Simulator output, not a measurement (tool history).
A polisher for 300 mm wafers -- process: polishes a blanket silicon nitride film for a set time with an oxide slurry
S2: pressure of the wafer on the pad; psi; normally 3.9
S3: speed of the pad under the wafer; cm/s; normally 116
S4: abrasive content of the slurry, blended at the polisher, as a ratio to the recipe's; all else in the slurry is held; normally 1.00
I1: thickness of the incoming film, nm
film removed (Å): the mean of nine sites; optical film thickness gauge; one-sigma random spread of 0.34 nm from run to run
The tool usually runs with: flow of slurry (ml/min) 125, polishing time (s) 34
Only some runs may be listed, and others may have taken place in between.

{"run": 1, "hour": 0.0, "flow of slurry (ml/min)": 125, "S2": 3.9, "S3": 116, "S4": 1.0, "polishing time (s)": 34, "I1": 551.1, "film removed (Å)": 228}
{"run": 2, "hour": 52.0, "flow of slurry (ml/min)": 125, "S2": 3.9, "S3": 94, "S4": 1.0, "polishing time (s)": 34, "I1": 563.4, "film removed (Å)": 192}
{"run": 3, "hour": 119.1, "flow of slurry (ml/min)": 125, "S2": 3.9, "S3": 94, "S4": 1.0, "polishing time (s)": 34, "I1": 561.2, "film removed (Å)": 194}
{"hour": 173.4, "done": "worn pad replaced by a new one"}
{"run": 4, "hour": 175.2, "flow of slurry (ml/min)": 125, "S2": 3.9, "S3": 134, "S4": 1.2, "polishing time (s)": 34, "I1": 562.6, "film removed (Å)": 287}
{"run": 5, "hour": 231.6, "flow of slurry (ml/min)": 125, "S2": 4.5, "S3": 116, "S4": 1.0, "polishing time (s)": 34, "I1": 563.4, "film removed (Å)": 256}
{"hour": 251.8, "done": "conditioning disc replaced and pad reconditioned"}
{"run": 6, "hour": 276.0, "flow of slurry (ml/min)": 125, "S2": 3.2, "S3": 116, "S4": 1.0, "polishing time (s)": 34, "I1": 561.4, "film removed (Å)": 182}
{"run": 7, "hour": 346.2, "flow of slurry (ml/min)": 125, "S2": 2.7, "S3": 116, "S4": 1.0, "polishing time (s)": 41, "I1": 570.9, "film removed (Å)": 185}
{"hour": 354.5, "done": "slurry blender recalibrated"}
{"run": 8, "hour": 370.6, "flow of slurry (ml/min)": 125, "S2": 3.9, "S3": 116, "S4": 0.8, "polishing time (s)": 34, "I1": 566.2, "film removed (Å)": 186}
{"run": 9, "hour": 416.4, "flow of slurry (ml/min)": 125, "S2": 4.8, "S3": 140, "S4": 1.2, "polishing time (s)": 38, "I1": 562.4, "film removed (Å)": 430}
{"run": 10, "hour": 488.1, "flow of slurry (ml/min)": 145, "S2": 3.5, "S3": 116, "S4": 1.0, "polishing time (s)": 34, "I1": 556.9, "film removed (Å)": 212}
{"hour": 531.6, "done": "slurry nozzle cleaned"}
{"run": 11, "hour": 555.6, "flow of slurry (ml/min)": 125, "S2": 3.9, "S3": 116, "S4": 1.0, "polishing time (s)": 34, "I1": 555.1, "film removed (Å)": 225}
{"run": 12, "hour": 606.9, "flow of slurry (ml/min)": 155, "S2": 3.9, "S3": 116, "S4": 1.0, "polishing time (s)": 34, "I1": 556.3, "film removed (Å)": 230}
{"hour": 632.1, "done": "worn pad replaced by a new one"}
{"run": 13, "hour": 641.2, "flow of slurry (ml/min)": 125, "S2": 3.9, "S3": 116, "S4": 1.0, "polishing time (s)": 26, "I1": 561.5, "film removed (Å)": 169}
{"run": 14, "hour": 667.1, "flow of slurry (ml/min)": 125, "S2": 3.9, "S3": 154, "S4": 1.2, "polishing time (s)": 24, "I1": 562.5, "film removed (Å)": 227}
{"run": 15, "hour": 722.3, "flow of slurry (ml/min)": 125, "S2": 3.9, "S3": 116, "S4": 1.0, "polishing time (s)": 34, "I1": 557.8, "film removed (Å)": 227}
{"hour": 731.4, "done": "conditioning disc replaced and pad reconditioned"}
{"run": 16, "hour": 756.5, "flow of slurry (ml/min)": 125, "S2": 4.8, "S3": 116, "S4": 0.8, "polishing time (s)": 26, "I1": 556.0, "film removed (Å)": 162}
{"hour": 795.5, "done": "slurry blender recalibrated"}
{"run": 17, "hour": 825.2, "flow of slurry (ml/min)": 125, "S2": 4.4, "S3": 76, "S4": 1.2, "polishing time (s)": 30, "I1": 552.6, "film removed (Å)": 190}
{"run": 18, "hour": 894.0, "flow of slurry (ml/min)": 90, "S2": 5.3, "S3": 116, "S4": 1.15, "polishing time (s)": 34, "I1": 564.1, "film removed (Å)": 318}
{"run": 19, "hour": 933.6, "flow of slurry (ml/min)": 125, "S2": 3.9, "S3": 116, "S4": 1.0, "polishing time (s)": 34, "I1": 551.8, "film removed (Å)": 234}
{"run": 20, "hour": 959.3, "flow of slurry (ml/min)": 110, "S2": 3.9, "S3": 84, "S4": 1.0, "polishing time (s)": 34, "I1": 564.4, "film removed (Å)": 172}
{"run": 21, "hour": 1005.1, "flow of slurry (ml/min)": 125, "S2": 3.9, "S3": 140, "S4": 1.0, "polishing time (s)": 34, "I1": 558.9, "film removed (Å)": 272}
{"hour": 1061.6, "done": "worn pad replaced by a new one"}
{"run": 22, "hour": 1070.4, "flow of slurry (ml/min)": 125, "S2": 3.9, "S3": 116, "S4": 1.0, "polishing time (s)": 34, "I1": 562.1, "film removed (Å)": 224}
{"run": 23, "hour": 1104.0, "flow of slurry (ml/min)": 125, "S2": 3.9, "S3": 116, "S4": 1.0, "polishing time (s)": 34, "I1": 563.7, "film removed (Å)": 227}
{"run": 24, "hour": 1137.1, "flow of slurry (ml/min)": 125, "S2": 3.9, "S3": 116, "S4": 1.0, "polishing time (s)": 34, "I1": 560.2, "film removed (Å)": 225}
{"hour": 1150.8, "done": "conditioning disc replaced and pad reconditioned"}
{"hour": 1179.1, "done": "slurry nozzle cleaned"}
{"run": 25, "hour": 1184.5, "flow of slurry (ml/min)": 125, "S2": 5.1, "S3": 116, "S4": 1.0, "polishing time (s)": 28, "I1": 560.7, "film removed (Å)": 244}
{"run": 26, "hour": 1213.9, "flow of slurry (ml/min)": 145, "S2": 3.9, "S3": 88, "S4": 1.15, "polishing time (s)": 25, "I1": 569.2, "film removed (Å)": 146}

Each row is a separate what-if for the run after 26, all from the same tool condition, not one after another. Results?
{"run": "A", "hour": 1214.3, "flow of slurry (ml/min)": 125, "S2": 3.9, "S3": 116, "S4": 1.15, "polishing time (s)": 34, "I1": 566.8, "film removed (Å)": "?"}
{"run": "B", "hour": 1214.3, "flow of slurry (ml/min)": 125, "S2": 3.9, "S3": 116, "S4": 1.0, "polishing time (s)": 45, "I1": 566.8, "film removed (Å)": "?"}
{"run": "C", "hour": 1214.3, "flow of slurry (ml/min)": 125, "S2": 3.9, "S3": 96, "S4": 1.0, "polishing time (s)": 34, "I1": 566.8, "film removed (Å)": "?"}

run=A film_removed_(Å)=248
run=B film_removed_(Å)=296
run=C film_removed_(Å)=192
Had the tool no hidden state, the same runs would have come out as:
run=A film_removed_(Å)=262
run=B film_removed_(Å)=314
run=C film_removed_(Å)=204

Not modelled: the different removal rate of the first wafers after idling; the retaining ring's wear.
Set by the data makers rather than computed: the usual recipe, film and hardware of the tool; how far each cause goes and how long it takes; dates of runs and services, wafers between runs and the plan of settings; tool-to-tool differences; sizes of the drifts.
